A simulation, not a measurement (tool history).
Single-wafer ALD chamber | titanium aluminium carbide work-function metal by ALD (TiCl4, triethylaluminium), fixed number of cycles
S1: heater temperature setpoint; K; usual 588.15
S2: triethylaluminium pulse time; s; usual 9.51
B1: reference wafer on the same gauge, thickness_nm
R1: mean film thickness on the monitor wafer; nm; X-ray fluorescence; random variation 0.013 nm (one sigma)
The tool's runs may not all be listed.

{"run": 1, "hour": 0.0, "S1": 588.15, "S2": 7.93, "B1": 2.545, "R1": 2.028}
{"run": 2, "hour": 37.8, "S1": 588.15, "S2": 9.51, "B1": 2.539, "R1": 2.13}
{"run": 3, "hour": 80.3, "S1": 588.15, "S2": 9.51, "B1": 2.546, "R1": 2.14}
{"run": 4, "hour": 119.9, "S1": 592.15, "S2": 9.51, "B1": 2.543, "R1": 2.166}
{"hour": 217.8, "done": "triethylaluminium bottle replaced"}
{"run": 5, "hour": 218.3, "S1": 592.15, "S2": 9.51, "B1": 2.537, "R1": 2.184}
{"run": 6, "hour": 285.7, "S1": 588.15, "S2": 9.51, "B1": 2.538, "R1": 2.149}
{"run": 7, "hour": 322.2, "S1": 588.15, "S2": 9.51, "B1": 2.534, "R1": 2.134}
{"hour": 335.0, "done": "gauge calibrated"}
{"run": 8, "hour": 420.2, "S1": 588.15, "S2": 9.51, "B1": 2.597, "R1": 2.186}
{"run": 9, "hour": 512.1, "S1": 588.15, "S2": 9.51, "B1": 2.579, "R1": 2.163}
{"run": 10, "hour": 585.6, "S1": 588.15, "S2": 9.51, "B1": 2.571, "R1": 2.155}
{"run": 11, "hour": 627.2, "S1": 598.15, "S2": 10.61, "B1": 2.573, "R1": 2.302}
{"run": 12, "hour": 717.7, "S1": 580.15, "S2": 7.29, "B1": 2.559, "R1": 1.893}
{"run": 13, "hour": 823.6, "S1": 588.15, "S2": 9.51, "B1": 2.557, "R1": 2.155}
{"hour": 1107.9, "done": "triethylaluminium bottle replaced"}
{"run": 14, "hour": 1119.9, "S1": 582.15, "S2": 8.3, "B1": 2.547, "R1": 2.028}
{"hour": 1261.7, "done": "thermocouple changed; heater temperature recalibrated"}
{"hour": 1280.9, "done": "gauge calibrated"}
{"run": 15, "hour": 1318.9, "S1": 588.15, "S2": 9.51, "B1": 2.619, "R1": 2.196}
{"hour": 1356.9, "done": "showerhead replaced"}
{"run": 16, "hour": 1387.1, "S1": 581.15, "S2": 9.51, "B1": 2.607, "R1": 2.119}
{"run": 17, "hour": 1485.5, "S1": 588.15, "S2": 7.93, "B1": 2.595, "R1": 2.056}
{"run": 18, "hour": 1532.6, "S1": 588.15, "S2": 10.76, "B1": 2.585, "R1": 2.217}
{"run": 19, "hour": 1573.3, "S1": 596.15, "S2": 12.54, "B1": 2.582, "R1": 2.317}
{"run": 20, "hour": 1657.3, "S1": 592.15, "S2": 11.08, "B1": 2.58, "R1": 2.227}
{"run": 21, "hour": 1709.1, "S1": 588.15, "S2": 9.51, "B1": 2.574, "R1": 2.159}

The same runs without the tool's hidden state, with the same run-to-run variation:
The hidden state here: wafer temperature above the value expected at the setpoint (K); triethylaluminium dose above that of a fresh bottle (%); gauge reads high (%).
run=1 R1=2.087
run=2 R1=2.193
run=3 R1=2.205
run=4 R1=2.233
run=5 R1=2.253
run=6 R1=2.217
run=7 R1=2.203
run=8 R1=2.205
run=9 R1=2.194
run=10 R1=2.193
run=11 R1=2.347
run=12 R1=1.936
run=13 R1=2.210
run=14 R1=2.088
run=15 R1=2.198
run=16 R1=2.130
run=17 R1=2.078
run=18 R1=2.245
run=19 R1=2.351
run=20 R1=2.266
run=21 R1=2.199
